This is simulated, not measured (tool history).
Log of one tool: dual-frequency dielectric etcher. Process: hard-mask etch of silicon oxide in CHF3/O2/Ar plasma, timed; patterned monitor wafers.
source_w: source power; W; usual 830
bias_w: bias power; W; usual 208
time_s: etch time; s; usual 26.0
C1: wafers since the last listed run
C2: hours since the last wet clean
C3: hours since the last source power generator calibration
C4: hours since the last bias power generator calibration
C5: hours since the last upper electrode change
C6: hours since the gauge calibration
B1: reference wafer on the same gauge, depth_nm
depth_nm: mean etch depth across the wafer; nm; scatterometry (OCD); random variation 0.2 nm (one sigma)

{"run": 1, "hour": 0.0, "source_w": 830, "bias_w": 208, "time_s": 26.0, "C1": 0, "C2": 355.0, "C3": 3018.0, "C4": 3112.3, "C5": 5774.1, "C6": 216.9, "B1": 61.4, "depth_nm": 62.4}
{"run": 2, "hour": 22.8, "source_w": 830, "bias_w": 183, "time_s": 26.0, "C1": 193, "C2": 377.8, "C3": 3040.8, "C4": 3135.1, "C5": 5796.9, "C6": 239.7, "B1": 61.4, "depth_nm": 60.0}
{"run": 3, "hour": 40.7, "source_w": 830, "bias_w": 183, "time_s": 26.0, "C1": 152, "C2": 395.7, "C3": 3058.7, "C4": 3153.0, "C5": 5814.8, "C6": 257.6, "B1": 61.3, "depth_nm": 60.1}
{"hour": 41.9, "done": "gauge calibrated"}
{"run": 4, "hour": 63.2, "source_w": 830, "bias_w": 183, "time_s": 26.0, "C1": 191, "C2": 418.2, "C3": 3081.2, "C4": 3175.5, "C5": 5837.3, "C6": 21.3, "B1": 62.0, "depth_nm": 60.5}
{"run": 5, "hour": 91.4, "source_w": 730, "bias_w": 208, "time_s": 26.0, "C1": 239, "C2": 446.4, "C3": 3109.4, "C4": 3203.7, "C5": 5865.5, "C6": 49.5, "B1": 61.9, "depth_nm": 59.1}
{"run": 6, "hour": 108.8, "source_w": 830, "bias_w": 208, "time_s": 26.0, "C1": 148, "C2": 463.8, "C3": 3126.8, "C4": 3221.1, "C5": 5882.9, "C6": 66.9, "B1": 61.8, "depth_nm": 62.7}
{"hour": 137.1, "done": "upper electrode replaced"}
{"run": 7, "hour": 137.6, "source_w": 830, "bias_w": 208, "time_s": 26.0, "C1": 40, "C2": 492.6, "C3": 3155.6, "C4": 3249.9, "C5": 0.5, "C6": 95.7, "B1": 61.8, "depth_nm": 62.4}
{"run": 8, "hour": 139.3, "source_w": 830, "bias_w": 208, "time_s": 26.0, "C1": 14, "C2": 494.3, "C3": 3157.3, "C4": 3251.6, "C5": 2.2, "C6": 97.4, "B1": 61.8, "depth_nm": 62.6}
{"run": 9, "hour": 173.4, "source_w": 1000, "bias_w": 223, "time_s": 26.0, "C1": 290, "C2": 528.4, "C3": 3191.4, "C4": 3285.7, "C5": 36.3, "C6": 131.5, "B1": 61.7, "depth_nm": 69.5}
{"hour": 199.9, "done": "bias power generator calibrated"}
{"run": 10, "hour": 205.6, "source_w": 830, "bias_w": 208, "time_s": 32.0, "C1": 239, "C2": 560.6, "C3": 3223.6, "C4": 5.7, "C5": 68.5, "C6": 163.7, "B1": 61.6, "depth_nm": 76.8}
{"run": 11, "hour": 275.0, "source_w": 970, "bias_w": 174, "time_s": 21.5, "C1": 590, "C2": 630.0, "C3": 3293.0, "C4": 75.1, "C5": 137.9, "C6": 233.1, "B1": 61.5, "depth_nm": 52.7}
{"hour": 285.9, "done": "gauge calibrated"}
{"hour": 302.3, "done": "wet clean of the chamber"}
{"run": 12, "hour": 304.8, "source_w": 830, "bias_w": 208, "time_s": 26.0, "C1": 49, "C2": 2.5, "C3": 3322.8, "C4": 104.9, "C5": 167.7, "C6": 18.9, "B1": 62.0, "depth_nm": 62.9}
{"hour": 320.1, "done": "source power generator calibrated"}
{"run": 13, "hour": 322.8, "source_w": 740, "bias_w": 208, "time_s": 26.0, "C1": 119, "C2": 20.5, "C3": 2.7, "C4": 122.9, "C5": 185.7, "C6": 36.9, "B1": 61.9, "depth_nm": 59.3}
{"run": 14, "hour": 350.1, "source_w": 760, "bias_w": 208, "time_s": 26.0, "C1": 232, "C2": 47.8, "C3": 30.0, "C4": 150.2, "C5": 213.0, "C6": 64.2, "B1": 61.9, "depth_nm": 60.1}
{"run": 15, "hour": 385.2, "source_w": 830, "bias_w": 208, "time_s": 23.0, "C1": 298, "C2": 82.9, "C3": 65.1, "C4": 185.3, "C5": 248.1, "C6": 99.3, "B1": 61.8, "depth_nm": 55.2}
{"run": 16, "hour": 406.7, "source_w": 830, "bias_w": 208, "time_s": 26.0, "C1": 182, "C2": 104.4, "C3": 86.6, "C4": 206.8, "C5": 269.6, "C6": 120.8, "B1": 61.7, "depth_nm": 62.2}
{"run": 17, "hour": 426.9, "source_w": 960, "bias_w": 208, "time_s": 23.5, "C1": 171, "C2": 124.6, "C3": 106.8, "C4": 227.0, "C5": 289.8, "C6": 141.0, "B1": 61.7, "depth_nm": 60.4}

Forecast each of these 3 alternatives for the next run:
{"run": "A", "hour": 427.3, "source_w": 970, "bias_w": 208, "time_s": 26.0, "C1": 3, "C2": 125.0, "C3": 107.2, "C4": 227.4, "C5": 290.2, "C6": 141.4, "B1": "?", "depth_nm": "?"}
{"run": "B", "hour": 427.3, "source_w": 1040, "bias_w": 235, "time_s": 21.5, "C1": 3, "C2": 125.0, "C3": 107.2, "C4": 227.4, "C5": 290.2, "C6": 141.4, "B1": "?", "depth_nm": "?"}
{"run": "C", "hour": 427.3, "source_w": 830, "bias_w": 252, "time_s": 32.0, "C1": 3, "C2": 125.0, "C3": 107.2, "C4": 227.4, "C5": 290.2, "C6": 141.4, "B1": "?", "depth_nm": "?"}

run=A B1=61.7 depth_nm=67.1
run=B B1=61.7 depth_nm=59.2
run=C B1=61.7 depth_nm=81.0
Without the tool's hidden state the same runs would have given:
run=A depth_nm=67.5
run=B depth_nm=59.5
run=C depth_nm=81.4
